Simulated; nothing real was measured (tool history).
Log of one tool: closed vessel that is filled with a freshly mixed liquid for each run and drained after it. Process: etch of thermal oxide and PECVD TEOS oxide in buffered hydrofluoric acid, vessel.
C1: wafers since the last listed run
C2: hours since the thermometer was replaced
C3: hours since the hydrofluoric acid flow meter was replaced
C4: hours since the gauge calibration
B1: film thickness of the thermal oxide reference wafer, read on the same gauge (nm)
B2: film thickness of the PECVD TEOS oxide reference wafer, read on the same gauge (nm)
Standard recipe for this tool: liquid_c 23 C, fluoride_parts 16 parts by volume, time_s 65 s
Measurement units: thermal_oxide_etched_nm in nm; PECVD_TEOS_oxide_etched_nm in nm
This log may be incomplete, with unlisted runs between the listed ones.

{"run": 1, "hour": 0.0, "liquid_c": 23, "fluoride_parts": 16, "time_s": 65, "C1": 0, "C2": 533, "C3": 737.9, "C4": 1035.1, "B1": 40.01, "B2": 100.04, "thermal_oxide_etched_nm": 43.93, "PECVD_TEOS_oxide_etched_nm": 114}
{"run": 2, "hour": 105.1, "liquid_c": 23, "fluoride_parts": 16, "time_s": 65, "C1": 11418, "C2": 638.1, "C3": 843, "C4": 1140.2, "B1": 39.99, "B2": 99.99, "thermal_oxide_etched_nm": 42.97, "PECVD_TEOS_oxide_etched_nm": 112.92}
{"run": 3, "hour": 201.8, "liquid_c": 23, "fluoride_parts": 16, "time_s": 65, "C1": 10505, "C2": 734.8, "C3": 939.7, "C4": 1236.9, "B1": 40.02, "B2": 100.04, "thermal_oxide_etched_nm": 42.49, "PECVD_TEOS_oxide_etched_nm": 110.81}
{"run": 4, "hour": 281.9, "liquid_c": 25.5, "fluoride_parts": 16, "time_s": 65, "C1": 8702, "C2": 814.9, "C3": 1019.8, "C4": 1317, "B1": 40.01, "B2": 99.99, "thermal_oxide_etched_nm": 49.51, "PECVD_TEOS_oxide_etched_nm": 128.59}
{"run": 5, "hour": 375.3, "liquid_c": 25.5, "fluoride_parts": 16, "time_s": 65, "C1": 10147, "C2": 908.3, "C3": 1113.2, "C4": 1410.4, "B1": 40.03, "B2": 99.99, "thermal_oxide_etched_nm": 48.4, "PECVD_TEOS_oxide_etched_nm": 126.2}
{"run": 6, "hour": 433.0, "liquid_c": 23, "fluoride_parts": 16, "time_s": 65, "C1": 6268, "C2": 966, "C3": 1170.9, "C4": 1468.1, "B1": 40.02, "B2": 100.01, "thermal_oxide_etched_nm": 42.28, "PECVD_TEOS_oxide_etched_nm": 111.22}
{"run": 7, "hour": 522.9, "liquid_c": 23, "fluoride_parts": 16, "time_s": 65, "C1": 9766, "C2": 1055.9, "C3": 1260.8, "C4": 1558, "B1": 39.98, "B2": 99.96, "thermal_oxide_etched_nm": 42.59, "PECVD_TEOS_oxide_etched_nm": 107.97}
{"run": 8, "hour": 580.7, "liquid_c": 23, "fluoride_parts": 16, "time_s": 65, "C1": 6279, "C2": 1113.7, "C3": 1318.6, "C4": 1615.8, "B1": 39.98, "B2": 100.05, "thermal_oxide_etched_nm": 41.68, "PECVD_TEOS_oxide_etched_nm": 108.06}
{"run": 9, "hour": 624.2, "liquid_c": 24.5, "fluoride_parts": 16, "time_s": 65, "C1": 4725, "C2": 1157.2, "C3": 1362.1, "C4": 1659.3, "B1": 39.99, "B2": 100.03, "thermal_oxide_etched_nm": 45.81, "PECVD_TEOS_oxide_etched_nm": 117.55}
{"run": 10, "hour": 704.2, "liquid_c": 24.5, "fluoride_parts": 16, "time_s": 65, "C1": 8691, "C2": 1237.2, "C3": 1442.1, "C4": 1739.3, "B1": 40.01, "B2": 99.96, "thermal_oxide_etched_nm": 45.68, "PECVD_TEOS_oxide_etched_nm": 118.41}
{"run": 11, "hour": 779.7, "liquid_c": 23, "fluoride_parts": 16, "time_s": 65, "C1": 8202, "C2": 1312.7, "C3": 1517.6, "C4": 1814.8, "B1": 39.98, "B2": 100.04, "thermal_oxide_etched_nm": 41.13, "PECVD_TEOS_oxide_etched_nm": 106.58}
{"run": 12, "hour": 857.6, "liquid_c": 23, "fluoride_parts": 19.5, "time_s": 65, "C1": 8463, "C2": 1390.6, "C3": 1595.5, "C4": 1892.7, "B1": 40.03, "B2": 100, "thermal_oxide_etched_nm": 34.38, "PECVD_TEOS_oxide_etched_nm": 87.98}

Run 13 is up next; what results do you expect?
{"hour": 911.4, "done": "hydrofluoric acid flow meter replaced"}
{"run": 13, "hour": 917.8, "liquid_c": 20, "fluoride_parts": 9.5, "time_s": 65, "C1": 6431, "C2": 1450.8, "C3": 6.4, "C4": 1952.9, "B1": "?", "B2": "?", "thermal_oxide_etched_nm": "?", "PECVD_TEOS_oxide_etched_nm": "?"}

B1: 39.98
B2: 99.96
thermal_oxide_etched_nm: 59.2 nm
PECVD_TEOS_oxide_etched_nm: 154.33 nm
Minus the tool's unlogged condition, the same run would have read thermal_oxide_etched_nm 64.06 nm, PECVD_TEOS_oxide_etched_nm 166.98 nm.
